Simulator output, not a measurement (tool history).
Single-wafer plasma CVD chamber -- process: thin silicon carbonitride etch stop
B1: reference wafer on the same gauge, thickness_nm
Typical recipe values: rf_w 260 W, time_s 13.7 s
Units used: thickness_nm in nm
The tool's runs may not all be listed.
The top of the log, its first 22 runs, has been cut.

{"run": 23, "hour": 581.2, "rf_w": 260, "time_s": 12.4, "B1": 7.346, "thickness_nm": 7.691}
{"run": 24, "hour": 607.1, "rf_w": 310, "time_s": 16.3, "B1": 7.346, "thickness_nm": 10.686}
{"run": 25, "hour": 640.8, "rf_w": 260, "time_s": 13.7, "B1": 7.348, "thickness_nm": 8.467}
{"run": 26, "hour": 653.7, "rf_w": 220, "time_s": 11.5, "B1": 7.349, "thickness_nm": 6.719}
{"run": 27, "hour": 688.2, "rf_w": 215, "time_s": 16.1, "B1": 7.356, "thickness_nm": 9.345}
{"run": 28, "hour": 715.6, "rf_w": 260, "time_s": 13.7, "B1": 7.344, "thickness_nm": 8.451}
{"run": 29, "hour": 743.2, "rf_w": 260, "time_s": 14.8, "B1": 7.349, "thickness_nm": 9.113}
{"run": 30, "hour": 775.1, "rf_w": 285, "time_s": 14.8, "B1": 7.35, "thickness_nm": 9.41}
{"run": 31, "hour": 799.7, "rf_w": 260, "time_s": 13.7, "B1": 7.348, "thickness_nm": 8.467}
{"run": 32, "hour": 826.0, "rf_w": 240, "time_s": 11.9, "B1": 7.355, "thickness_nm": 7.176}
{"run": 33, "hour": 859.6, "rf_w": 310, "time_s": 13.7, "B1": 7.353, "thickness_nm": 8.92}
{"run": 34, "hour": 879.7, "rf_w": 300, "time_s": 12.9, "B1": 7.353, "thickness_nm": 8.328}
{"run": 35, "hour": 902.5, "rf_w": 305, "time_s": 13.7, "B1": 7.35, "thickness_nm": 8.862}
{"run": 36, "hour": 929.0, "rf_w": 210, "time_s": 15.1, "B1": 7.352, "thickness_nm": 8.66}

Consider 4 possible next runs. They are alternatives, not a sequence: every one starts from the tool as it was left by run 36. What does each give?
{"run": "A", "hour": 929.4, "rf_w": 260, "time_s": 13.7, "B1": "?", "thickness_nm": "?"}
{"run": "B", "hour": 929.4, "rf_w": 280, "time_s": 15.1, "B1": "?", "thickness_nm": "?"}
{"run": "C", "hour": 929.4, "rf_w": 245, "time_s": 14.9, "B1": "?", "thickness_nm": "?"}
{"run": "D", "hour": 929.4, "rf_w": 235, "time_s": 15.0, "B1": "?", "thickness_nm": "?"}

run=A B1=7.347 thickness_nm=8.407
run=B B1=7.347 thickness_nm=9.489
run=C B1=7.347 thickness_nm=8.971
run=D B1=7.347 thickness_nm=8.911
Without the tool's unlogged condition, the same runs would have read:
run=A thickness_nm=8.422
run=B thickness_nm=9.505
run=C thickness_nm=8.986
run=D thickness_nm=8.926

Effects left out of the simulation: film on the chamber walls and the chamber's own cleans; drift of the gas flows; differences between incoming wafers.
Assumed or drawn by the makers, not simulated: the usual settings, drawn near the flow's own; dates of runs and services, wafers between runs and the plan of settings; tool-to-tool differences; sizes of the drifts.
